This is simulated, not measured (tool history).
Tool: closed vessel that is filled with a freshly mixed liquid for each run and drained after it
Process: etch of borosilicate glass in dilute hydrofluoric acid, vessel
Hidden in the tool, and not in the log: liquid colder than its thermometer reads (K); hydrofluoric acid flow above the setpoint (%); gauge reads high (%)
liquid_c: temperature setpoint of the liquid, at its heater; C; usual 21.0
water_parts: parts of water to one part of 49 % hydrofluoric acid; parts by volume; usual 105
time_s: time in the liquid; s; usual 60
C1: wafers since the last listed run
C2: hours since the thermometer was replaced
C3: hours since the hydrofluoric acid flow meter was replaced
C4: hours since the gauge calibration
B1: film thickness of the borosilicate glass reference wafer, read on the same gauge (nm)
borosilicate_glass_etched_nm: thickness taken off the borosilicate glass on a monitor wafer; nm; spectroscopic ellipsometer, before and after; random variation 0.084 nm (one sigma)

Run 1, hour 0.0: usual settings; C1 0; C2 2011.0; C3 612.6; C4 336.1; B1 90.00. Result: borosilicate_glass_etched_nm 28.24 nm.
Run 2, hour 20.4: usual settings; C1 1621; C2 2031.4; C3 633.0; C4 356.5; B1 90.00. Result: borosilicate_glass_etched_nm 28.27 nm.
Run 3, hour 54.0: usual settings; C1 2671; C2 2065.0; C3 666.6; C4 390.1; B1 90.02. Result: borosilicate_glass_etched_nm 28.35 nm.
Run 4, hour 74.2: usual settings but time_s 70 s; C1 1605; C2 2085.2; C3 686.8; C4 410.3; B1 89.99. Result: borosilicate_glass_etched_nm 32.92 nm.
Run 5, hour 106.5: usual settings; C1 2567; C2 2117.5; C3 719.1; C4 442.6; B1 90.03. Result: borosilicate_glass_etched_nm 28.44 nm.
Run 6, hour 137.7: usual settings but time_s 45 s; C1 2480; C2 2148.7; C3 750.3; C4 473.8; B1 90.02. Result: borosilicate_glass_etched_nm 21.26 nm.
Run 7, hour 160.4: usual settings but time_s 45 s; C1 1804; C2 2171.4; C3 773.0; C4 496.5; B1 90.00. Result: borosilicate_glass_etched_nm 21.23 nm.
Run 8, hour 184.2: usual settings but liquid_c 25.0 C; C1 1891; C2 2195.2; C3 796.8; C4 520.3; B1 90.02. Result: borosilicate_glass_etched_nm 33.46 nm.
Run 9, hour 211.1: usual settings but time_s 50 s; C1 2138; C2 2222.1; C3 823.7; C4 547.2; B1 89.98. Result: borosilicate_glass_etched_nm 23.80 nm.
Run 10, hour 231.0: usual settings but time_s 50 s; C1 1581; C2 2242.0; C3 843.6; C4 567.1; B1 90.00. Result: borosilicate_glass_etched_nm 23.63 nm.
At hour 266.1: gauge calibrated.
Run 11, hour 266.4: usual settings but time_s 50 s; C1 2814; C2 2277.4; C3 879.0; C4 0.3; B1 90.01. Result: borosilicate_glass_etched_nm 23.66 nm.
Run 12, hour 301.3: usual settings; C1 2774; C2 2312.3; C3 913.9; C4 35.2; B1 90.01. Result: borosilicate_glass_etched_nm 28.56 nm.
Run 13, hour 384.3: usual settings; C1 6598; C2 2395.3; C3 996.9; C4 118.2; B1 90.00. Result: borosilicate_glass_etched_nm 28.58 nm.
Run 14, hour 420.3: usual settings but water_parts 90 parts by volume; C1 2861; C2 2431.3; C3 1032.9; C4 154.2; B1 89.99. Result: borosilicate_glass_etched_nm 33.79 nm.
Run 15, hour 437.7: usual settings but water_parts 135 parts by volume, time_s 30 s; C1 1383; C2 2448.7; C3 1050.3; C4 171.6; B1 90.00. Result: borosilicate_glass_etched_nm 10.74 nm.
Run 16, hour 452.4: usual settings; C1 1168; C2 2463.4; C3 1065.0; C4 186.3; B1 90.00. Result: borosilicate_glass_etched_nm 28.57 nm.
Run 17, hour 481.1: usual settings but liquid_c 18.5 C, time_s 80 s; C1 2281; C2 2492.1; C3 1093.7; C4 215.0; B1 90.00. Result: borosilicate_glass_etched_nm 34.35 nm.
Run 18, hour 530.6: usual settings but water_parts 70 parts by volume; C1 3934; C2 2541.6; C3 1143.2; C4 264.5; B1 90.00. Result: borosilicate_glass_etched_nm 44.72 nm.
Run 19, hour 549.4: usual settings but liquid_c 18.0 C; C1 1494; C2 2560.4; C3 1162.0; C4 283.3; B1 89.99. Result: borosilicate_glass_etched_nm 25.22 nm.
At hour 566.9: hydrofluoric acid flow meter replaced.
Run 20, hour 574.0: usual settings; C1 1876; C2 2585.0; C3 7.1; C4 307.9; B1 90.00. Result: borosilicate_glass_etched_nm 27.81 nm.
Run 21, hour 594.7: usual settings but liquid_c 18.0 C, water_parts 125 parts by volume, time_s 35 s; C1 1645; C2 2605.7; C3 27.8; C4 328.6; B1 89.99. Result: borosilicate_glass_etched_nm 11.76 nm.
At hour 622.8: thermometer replaced.
Run 22, hour 656.4: usual settings but water_parts 70 parts by volume; C1 4825; C2 33.6; C3 89.5; C4 390.3; B1 89.99. Result: borosilicate_glass_etched_nm 43.48 nm.
Run 23, hour 680.1: usual settings but liquid_c 19.0 C, water_parts 155 parts by volume; C1 1884; C2 57.3; C3 113.2; C4 414.0; B1 90.00. Result: borosilicate_glass_etched_nm 16.57 nm.
Run 24, hour 715.3: usual settings; C1 2798; C2 92.5; C3 148.4; C4 449.2; B1 90.02. Result: borosilicate_glass_etched_nm 27.91 nm.
Run 25, hour 731.1: usual settings but liquid_c 17.5 C, time_s 30 s; C1 1256; C2 108.3; C3 164.2; C4 465.0; B1 90.00. Result: borosilicate_glass_etched_nm 12.02 nm.
Run 26, hour 760.6: usual settings but liquid_c 23.0 C, water_parts 135 parts by volume; C1 2345; C2 137.8; C3 193.7; C4 494.5; B1 90.01. Result: borosilicate_glass_etched_nm 22.76 nm.
Run 27, hour 792.6: usual settings; C1 2543; C2 169.8; C3 225.7; C4 526.5; B1 90.02. Result: borosilicate_glass_etched_nm 28.11 nm.

Forecast each of these 3 alternatives for the next run:
Run A, hour 793.3: usual settings; C1 55; C2 170.5; C3 226.4; C4 527.2; B1 ?. Result: borosilicate_glass_etched_nm ?.
Run B, hour 793.3: usual settings but liquid_c 25.0 C, water_parts 135 parts by volume, time_s 90 s; C1 55; C2 170.5; C3 226.4; C4 527.2; B1 ?. Result: borosilicate_glass_etched_nm ?.
Run C, hour 793.3: usual settings but liquid_c 23.0 C, water_parts 140 parts by volume, time_s 90 s; C1 55; C2 170.5; C3 226.4; C4 527.2; B1 ?. Result: borosilicate_glass_etched_nm ?.

run     B1  borosilicate_glass_etched_nm
  A  90.01                         28.05
  B  90.01                         37.01
  C  90.01                         32.85
Without the tool's hidden state the same runs would have given:
run  borosilicate_glass_etched_nm
  A                         27.85
  B                         36.74
  C                         32.61
